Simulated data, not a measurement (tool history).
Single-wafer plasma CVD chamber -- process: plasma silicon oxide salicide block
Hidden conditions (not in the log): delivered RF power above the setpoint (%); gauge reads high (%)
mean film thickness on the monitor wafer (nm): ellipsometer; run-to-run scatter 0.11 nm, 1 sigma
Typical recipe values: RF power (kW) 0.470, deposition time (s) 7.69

run   hour  RF power (kW)  deposition time (s)  wafers since the last listed run  hours since the last RF generator calibration  hours since the showerhead was replaced  hours since the gauge calibration  read-back reference wafer on the same gauge, thickness_nm  mean film thickness on the monitor wafer (nm)
  1    0.0          0.470                 7.69                                 0                                         1176.8                                   4120.2                               36.9                                                     71.773                                         73.291
  2   30.0          0.470                 7.69                               732                                         1206.8                                   4150.2                               66.9                                                     71.797                                         72.989
  3   57.3          0.470                 7.69                               666                                         1234.1                                   4177.5                               94.2                                                     71.760                                         73.349
  4   83.5          0.470                 7.69                               639                                         1260.3                                   4203.7                              120.4                                                     71.834                                         73.107
  5  115.9          0.470                 8.09                               790                                         1292.7                                   4236.1                              152.8                                                     71.785                                         76.997
  6  133.7          0.470                 8.09                               434                                         1310.5                                   4253.9                              170.6                                                     71.801                                         76.918
  7  155.0          0.470                 8.09                               520                                         1331.8                                   4275.2                              191.9                                                     71.811                                         76.921
  8  190.0          0.430                 7.69                               854                                         1366.8                                   4310.2                              226.9                                                     71.837                                         71.682
     224.8  -- showerhead replaced
  9  225.3          0.470                 7.69                               666                                         1402.1                                      0.5                              262.2                                                     71.786                                         73.191
 10  244.6          0.470                 7.69                               471                                         1421.4                                     19.8                              281.5                                                     71.813                                         73.110
 11  272.2          0.470                 7.69                               673                                         1449.0                                     47.4                              309.1                                                     71.763                                         72.824
 12  294.1          0.470                 6.99                               534                                         1470.9                                     69.3                              331.0                                                     71.815                                         66.511
 13  312.2          0.470                 7.69                               441                                         1489.0                                     87.4                              349.1                                                     71.780                                         72.873
 14  333.9          0.470                 7.69                               529                                         1510.7                                    109.1                              370.8                                                     71.764                                         73.004
 15  356.5          0.505                 6.61                               551                                         1533.3                                    131.7                              393.4                                                     71.832                                         63.872
     362.7  -- gauge calibrated
 16  379.9          0.470                 7.69                               571                                         1556.7                                    155.1                               17.2                                                     71.781                                         72.945
 17  409.3          0.515                 7.69                               717                                         1586.1                                    184.5                               46.6                                                     71.818                                         74.755
     428.0  -- RF generator calibrated
 18  429.5          0.530                 6.30                               297                                            1.5                                    204.7                               66.8                                                     71.806                                         62.688
 19  447.1          0.525                 9.07                               429                                           19.1                                    222.3                               84.4                                                     71.804                                         89.774
 20  470.5          0.470                 7.69                               571                                           42.5                                    245.7                              107.8                                                     71.768                                         74.327
 21  498.6          0.470                 7.69                               686                                           70.6                                    273.8                              135.9                                                     71.790                                         74.413
 22  533.3          0.495                 6.87                               847                                          105.3                                    308.5                              170.6                                                     71.775                                         66.946
 23  567.7          0.395                 6.56                               839                                          139.7                                    342.9                              205.0                                                     71.781                                         61.151
 24  598.6          0.555                 7.07                               754                                          170.6                                    373.8                              235.9                                                     71.817                                         70.825
 25  627.0          0.470                 7.69                               693                                          199.0                                    402.2                              264.3                                                     71.826                                         74.058
 26  653.0          0.470                 7.69                               634                                          225.0                                    428.2                              290.3                                                     71.811                                         74.071
 27  666.4          0.445                 6.34                               327                                          238.4                                    441.6                              303.7                                                     71.809                                         60.428
 28  698.7          0.515                 6.94                               788                                          270.7                                    473.9                              336.0                                                     71.843                                         68.073
 29  723.1          0.410                 7.69                               595                                          295.1                                    498.3                              360.4                                                     71.777                                         71.713

What the log doesn't show, run by run:
gauge reads high (%): 0 at every run
H1: delivered RF power above the setpoint (%)
run      H1
  1   -8.32
  2   -8.38
  3   -8.43
  4   -8.48
  5   -8.53
  6   -8.56
  7    -8.6
  8   -8.65
  9    -8.7
 10   -8.73
 11   -8.77
 12    -8.8
 13   -8.82
 14   -8.85
 15   -8.87
 16    -8.9
 17   -8.93
 18  -0.622
 19  -0.856
 20   -1.16
 21    -1.5
 22   -1.91
 23   -2.29
 24   -2.62
 25    -2.9
 26   -3.15
 27   -3.28
 28   -3.57
 29   -3.78

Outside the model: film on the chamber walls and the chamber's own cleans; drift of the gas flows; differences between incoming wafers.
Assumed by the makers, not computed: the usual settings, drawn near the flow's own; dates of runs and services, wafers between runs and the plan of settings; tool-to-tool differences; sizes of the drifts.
